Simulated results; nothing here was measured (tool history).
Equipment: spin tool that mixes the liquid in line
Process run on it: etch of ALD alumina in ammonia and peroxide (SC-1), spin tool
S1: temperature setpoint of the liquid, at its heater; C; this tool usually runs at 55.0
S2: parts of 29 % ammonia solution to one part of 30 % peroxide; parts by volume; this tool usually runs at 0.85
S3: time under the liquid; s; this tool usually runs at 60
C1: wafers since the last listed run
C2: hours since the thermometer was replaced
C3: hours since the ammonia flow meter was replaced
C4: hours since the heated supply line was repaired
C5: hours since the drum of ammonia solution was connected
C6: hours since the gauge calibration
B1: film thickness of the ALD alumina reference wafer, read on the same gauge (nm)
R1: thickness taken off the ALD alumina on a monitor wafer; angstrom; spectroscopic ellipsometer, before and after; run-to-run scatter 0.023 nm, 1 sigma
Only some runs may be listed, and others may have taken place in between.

run 1 day=0.000 | S1=55.0 S2=0.85 S3=60 | C1=0 C2=575.5 C3=1192.7 C4=3035.5 C5=635.1 C6=1450.9 | B1=140.018 | R1=46.61
run 2 day=1.483 | S1=55.0 S2=0.85 S3=60 | C1=381 C2=611.1 C3=1228.3 C4=3071.1 C5=670.7 C6=1486.5 | B1=139.998 | R1=46.09
run 3 day=2.771 | S1=55.0 S2=0.85 S3=60 | C1=330 C2=642.0 C3=1259.2 C4=3102.0 C5=701.6 C6=1517.4 | B1=140.020 | R1=46.34
-- day=3.783 gauge calibrated
run 4 day=4.096 | S1=59.0 S2=0.60 S3=85 | C1=340 C2=673.8 C3=1291.0 C4=3133.8 C5=733.4 C6=7.5 | B1=139.981 | R1=78.06
-- day=5.054 ammonia flow meter replaced
run 5 day=5.417 | S1=63.5 S2=1.15 S3=40 | C1=328 C2=705.5 C3=8.7 C4=3165.5 C5=765.1 C6=39.2 | B1=140.000 | R1=49.62
run 6 day=5.988 | S1=55.0 S2=1.15 S3=75 | C1=146 C2=719.2 C3=22.4 C4=3179.2 C5=778.8 C6=52.9 | B1=140.015 | R1=59.00
-- day=7.892 new drum of ammonia solution connected
run 7 day=9.762 | S1=55.0 S2=0.85 S3=60 | C1=959 C2=809.8 C3=113.0 C4=3269.8 C5=44.9 C6=143.5 | B1=139.988 | R1=45.79
run 8 day=10.300 | S1=55.0 S2=0.85 S3=40 | C1=138 C2=822.7 C3=125.9 C4=3282.7 C5=57.8 C6=156.4 | B1=140.018 | R1=30.60
run 9 day=11.538 | S1=55.0 S2=1.15 S3=75 | C1=318 C2=852.4 C3=155.6 C4=3312.4 C5=87.5 C6=186.1 | B1=139.994 | R1=58.34
run 10 day=13.033 | S1=55.0 S2=0.85 S3=60 | C1=384 C2=888.3 C3=191.5 C4=3348.3 C5=123.4 C6=222.0 | B1=139.994 | R1=45.69
run 11 day=14.071 | S1=47.0 S2=0.85 S3=60 | C1=266 C2=913.2 C3=216.4 C4=3373.2 C5=148.3 C6=246.9 | B1=140.037 | R1=29.13
run 12 day=15.304 | S1=55.0 S2=0.85 S3=80 | C1=317 C2=942.8 C3=246.0 C4=3402.8 C5=177.9 C6=276.5 | B1=139.992 | R1=59.98
run 13 day=15.896 | S1=55.0 S2=0.85 S3=60 | C1=152 C2=957.0 C3=260.2 C4=3417.0 C5=192.1 C6=290.7 | B1=140.001 | R1=44.95
-- day=16.029 thermometer replaced
run 14 day=17.012 | S1=55.0 S2=0.50 S3=60 | C1=276 C2=23.6 C3=287.0 C4=3443.8 C5=218.9 C6=317.5 | B1=139.987 | R1=45.80
-- day=17.533 heated supply line repaired
run 15 day=18.138 | S1=55.0 S2=0.85 S3=60 | C1=278 C2=50.6 C3=314.0 C4=14.5 C5=245.9 C6=344.5 | B1=139.990 | R1=47.76
run 16 day=19.600 | S1=55.0 S2=0.85 S3=60 | C1=375 C2=85.7 C3=349.1 C4=49.6 C5=281.0 C6=379.6 | B1=139.978 | R1=47.90
run 17 day=20.500 | S1=64.5 S2=0.55 S3=75 | C1=231 C2=107.3 C3=370.7 C4=71.2 C5=302.6 C6=401.2 | B1=139.996 | R1=93.41
run 18 day=21.267 | S1=64.5 S2=0.95 S3=40 | C1=197 C2=125.7 C3=389.1 C4=89.6 C5=321.0 C6=419.6 | B1=140.023 | R1=51.91
run 19 day=22.671 | S1=55.0 S2=0.85 S3=60 | C1=360 C2=159.4 C3=422.8 C4=123.3 C5=354.7 C6=453.3 | B1=139.990 | R1=47.54
run 20 day=23.250 | S1=46.5 S2=0.70 S3=70 | C1=148 C2=173.3 C3=436.7 C4=137.2 C5=368.6 C6=467.2 | B1=140.014 | R1=33.97
run 21 day=27.542 | S1=48.0 S2=0.95 S3=50 | C1=1103 C2=276.3 C3=539.7 C4=240.2 C5=471.6 C6=570.2 | B1=140.014 | R1=27.25
run 22 day=28.500 | S1=55.0 S2=1.05 S3=85 | C1=246 C2=299.3 C3=562.7 C4=263.2 C5=494.6 C6=593.2 | B1=140.012 | R1=68.70
run 23 day=29.458 | S1=62.5 S2=0.55 S3=35 | C1=246 C2=322.3 C3=585.7 C4=286.2 C5=517.6 C6=616.2 | B1=140.003 | R1=39.13
run 24 day=30.683 | S1=55.0 S2=0.85 S3=60 | C1=314 C2=351.7 C3=615.1 C4=315.6 C5=547.0 C6=645.6 | B1=140.013 | R1=47.35
run 25 day=31.550 | S1=55.0 S2=0.85 S3=60 | C1=222 C2=372.5 C3=635.9 C4=336.4 C5=567.8 C6=666.4 | B1=139.993 | R1=47.44
run 26 day=32.288 | S1=55.0 S2=0.85 S3=60 | C1=189 C2=390.2 C3=653.6 C4=354.1 C5=585.5 C6=684.1 | B1=139.959 | R1=46.94

For each run, what was the tool's unlogged condition?
ammonia flow below the setpoint (%): 0 at every run
temperature lost on the way to the wafer (K): 0 at every run
ammonia solution weaker than its label (%): 0 at every run
gauge reads high (%): 0 at every run
H1: liquid colder than its thermometer reads (K)
run=1 H1=0.704
run=2 H1=0.74
run=3 H1=0.77
run=4 H1=0.802
run=5 H1=0.834
run=6 H1=0.847
run=7 H1=0.938
run=8 H1=0.951
run=9 H1=0.98
run=10 H1=1.02
run=11 H1=1.04
run=12 H1=1.07
run=13 H1=1.08
run=14 H1=0.0437
run=15 H1=0.0707
run=16 H1=0.106
run=17 H1=0.127
run=18 H1=0.146
run=19 H1=0.179
run=20 H1=0.193
run=21 H1=0.296
run=22 H1=0.319
run=23 H1=0.342
run=24 H1=0.371
run=25 H1=0.392
run=26 H1=0.409
